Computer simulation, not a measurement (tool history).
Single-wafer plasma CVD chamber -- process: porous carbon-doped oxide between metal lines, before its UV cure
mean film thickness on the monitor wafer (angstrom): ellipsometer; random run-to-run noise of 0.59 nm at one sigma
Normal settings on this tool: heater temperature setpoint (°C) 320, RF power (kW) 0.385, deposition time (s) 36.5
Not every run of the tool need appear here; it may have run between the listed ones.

run	hour	heater temperature setpoint (°C)	RF power (kW)	deposition time (s)	read-back reference wafer on the same gauge, thickness_nm	mean film thickness on the monitor wafer (angstrom)
1	0	320	0.325	36.5	156.97	1186.57
2	15.6	320	0.325	36.5	157.029	1193.83
3	28.3	320	0.385	36.5	157.139	1405.75
4	60.9	320	0.385	36.5	157.069	1411.2
5	80.2	320	0.385	36.5	156.947	1400.99
6	111.6	320	0.385	36.5	157.031	1412.55
7	134.3	320	0.385	36.5	157.003	1407.82
8	180.4	320	0.385	36.5	156.983	1395.9
9	209.8	320	0.385	36.5	156.825	1400.74
10	242.8	320	0.385	31.3	157.221	1205.47
11	258.7	320	0.385	36.5	157.085	1404.33
12	291.1	320	0.33	29.7	157.057	981.46
13	310.1	320	0.385	36.5	156.968	1534.34
14	342.4	320	0.385	36.5	157.038	1528.19
15	356.4	335	0.435	42.4	157.016	1828.04
16	381.6	334	0.43	30.9	156.967	1325.06
17	396.3	320	0.385	36.5	157.07	1522.44
18	424.9	320	0.41	30.5	157.015	1354.45
19	448.7	307	0.33	29.5	157.12	1140.68
20	469.8	305	0.33	36.5	157.115	1419.88
21	488.7	320	0.385	36.5	157.166	1510.16
22	524.1	320	0.385	36.5	157.074	1499.24
23	537.4	320	0.385	39.9	157.064	1631.07
24	569.2	320	0.385	36.5	157.041	1504.52
25	605	335	0.32	31.8	156.935	997.52
26	632.5	328	0.435	29.5	157.001	1299.66
27	696.5	326	0.33	40.3	157.051	1349.46
28	714.8	311	0.385	36.5	156.919	1560.29
29	745.9	320	0.385	36.5	157.034	1469.76
30	777.1	320	0.385	36.5	157.04	1475.54
31	789.8	320	0.385	36.5	157.084	1458.31
32	811.1	320	0.355	30.9	156.876	1153.64
33	842.8	306	0.365	30.2	156.947	1259.27

Not shown: 4 entries that the log had between the listed runs. Between which runs, and how does the tool's hidden state differ before and after?
Between runs 4 and 5: showerhead replaced (hour 76.9)
  delivered RF power above the setpoint (%): -8.41 -> -8.43
  the result without the hidden state subtracted from the measured one, mean film thickness on the monitor wafer (angstrom): -129.1 -> -128.49
Between runs 5 and 6: thermocouple changed; heater temperature recalibrated (hour 108.3)
  delivered RF power above the setpoint (%): -8.43 -> -8.46
  the result without the hidden state subtracted from the measured one, mean film thickness on the monitor wafer (angstrom): -128.49 -> -130.05
Between runs 12 and 13: RF generator calibrated (hour 306.3)
  delivered RF power above the setpoint (%): -8.6 -> -0.172
  the result without the hidden state subtracted from the measured one, mean film thickness on the monitor wafer (angstrom): -94.98 -> -2.56
Between runs 24 and 25: gauge calibrated (hour 575.5)
  delivered RF power above the setpoint (%): -2.74 -> -3.03
  the result without the hidden state subtracted from the measured one, mean film thickness on the monitor wafer (angstrom): -41.93 -> -31.94

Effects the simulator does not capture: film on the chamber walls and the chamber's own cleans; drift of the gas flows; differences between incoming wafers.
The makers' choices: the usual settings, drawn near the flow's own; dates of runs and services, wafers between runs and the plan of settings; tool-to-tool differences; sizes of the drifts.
